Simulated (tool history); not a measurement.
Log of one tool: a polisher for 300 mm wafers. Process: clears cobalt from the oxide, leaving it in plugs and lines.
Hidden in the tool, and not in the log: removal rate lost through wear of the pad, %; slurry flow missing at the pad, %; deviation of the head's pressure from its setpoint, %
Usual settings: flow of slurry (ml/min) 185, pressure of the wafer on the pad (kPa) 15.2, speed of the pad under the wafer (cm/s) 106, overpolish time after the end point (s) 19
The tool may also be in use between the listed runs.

run,hour,flow of slurry (ml/min),pressure of the wafer on the pad (kPa),speed of the pad under the wafer (cm/s),overpolish time after the end point (s),wafers since the last listed run,wafers polished on this pad,hours since the slurry nozzle was cleaned,hours since the head pressure was calibrated,"incoming thickness of the incoming film, nm",time until the end point was called (s),dishing of a wide line in a test structure (Å)
1,0,185,15.2,106,11,0,395,472.3,340.7,196,36,373
2,35.2,185,15.2,106,19,206,601,507.5,375.9,198,37.4,479
# hour 54.8: head pressure recalibrated
3,56.3,185,15.2,106,19,111,713,528.6,1.5,199,37.2,483
4,91.3,185,15.2,106,19,205,918,563.6,36.5,202,38.4,482
5,118.8,185,15.2,106,19,161,1080,591.1,64,197.7,37.6,477
6,142.5,185,15.2,106,19,138,1218,614.8,87.7,200.5,39,472
7,210.7,185,15.2,106,19,399,1618,683,155.9,197.9,38.1,469
# hour 236.7: worn pad replaced by a new one
8,237.3,185,13.1,106,19,132,3,709.6,182.5,200.1,42.2,457
9,269.1,185,13.1,106,19,186,190,741.4,214.3,201.4,43,459
10,285.7,185,18.6,118,19,97,287,758,230.9,199.7,27.6,530
# hour 289.1: slurry nozzle cleaned
11,309.2,135,15.2,128,19,131,419,20.1,254.4,200.3,30.2,509
12,334.2,185,11.7,106,19,146,565,45.1,279.4,197.2,45.2,444
13,346.5,185,15.2,106,19,72,637,57.4,291.7,199.4,35.4,492
14,377.4,185,10.3,106,25,181,818,88.3,322.6,201.1,52.9,473
15,405.8,185,15.2,106,19,166,985,116.7,351,196.5,34.8,498
16,422.7,185,15.2,80,19,99,1084,133.6,367.9,198.3,46.8,444
17,455.2,185,15.2,106,19,190,1274,166.1,400.4,200.5,36.8,486
# hour 463.3: head pressure recalibrated
# hour 478.6: worn pad replaced by a new one
18,479.1,185,20.7,106,26,104,2,190,15.8,204,26.1,542
19,500.9,145,20.7,106,19,127,130,211.8,37.6,199.4,27.3,532
20,532.5,185,15.2,106,19,185,315,243.4,69.2,202,37.1,484
21,591.4,185,15.2,106,19,345,660,302.3,128.1,196.9,36.9,484
22,608.4,185,15.2,90,19,99,760,319.3,145.1,202.7,43.4,453
23,646.9,130,15.2,90,19,225,986,357.8,183.6,199.8,48.3,428
24,666.8,185,15.2,72,19,116,1102,377.7,203.5,201,58.5,403
25,688,245,17.9,128,13,124,1227,398.9,224.7,199.6,26.2,471
26,702.3,185,18.6,82,19,83,1310,413.2,239,198,40.8,463
# hour 720.5: worn pad replaced by a new one
27,721,185,15.2,106,19,86,3,431.9,257.7,200.2,36.8,496
28,744.9,185,15.2,106,19,140,143,455.8,281.6,200.3,38,488
29,822.7,185,15.2,106,19,455,599,533.6,359.4,203.8,38.4,463
30,842.9,185,15.2,106,19,118,717,553.8,379.6,198.5,38.4,475
# hour 862.7: head pressure recalibrated
31,877.6,220,15.2,106,27,191,909,588.5,14.9,199.2,35.9,537
32,893.6,185,15.2,106,19,93,1002,604.5,30.9,201.6,39.4,471
33,917.3,185,15.2,124,19,138,1141,628.2,54.6,196.9,32.8,493
34,950.3,185,20,106,14,193,1335,661.2,87.6,199.1,29.8,457

The same runs without the tool's hidden state, with the same run-to-run variation:
run,time until the end point was called (s),dishing of a wide line in a test structure (Å)
1,32,398
2,32.9,500
3,32.4,506
4,33,507
5,32,503
6,32.8,500
7,31.3,502
8,37.9,477
9,38.2,481
10,24.4,543
11,28.8,516
12,42.7,454
13,33.3,501
14,48.9,488
15,31.7,514
16,42.2,465
17,32.5,507
18,24.3,545
19,24.7,543
20,33.7,500
21,32.5,504
22,38,478
23,40,465
24,49.8,436
25,22.7,494
26,34.2,493
27,33,515
28,33.7,507
29,33,487
30,32.7,501
31,30.8,553
32,33,500
33,27.2,520
34,24.4,490
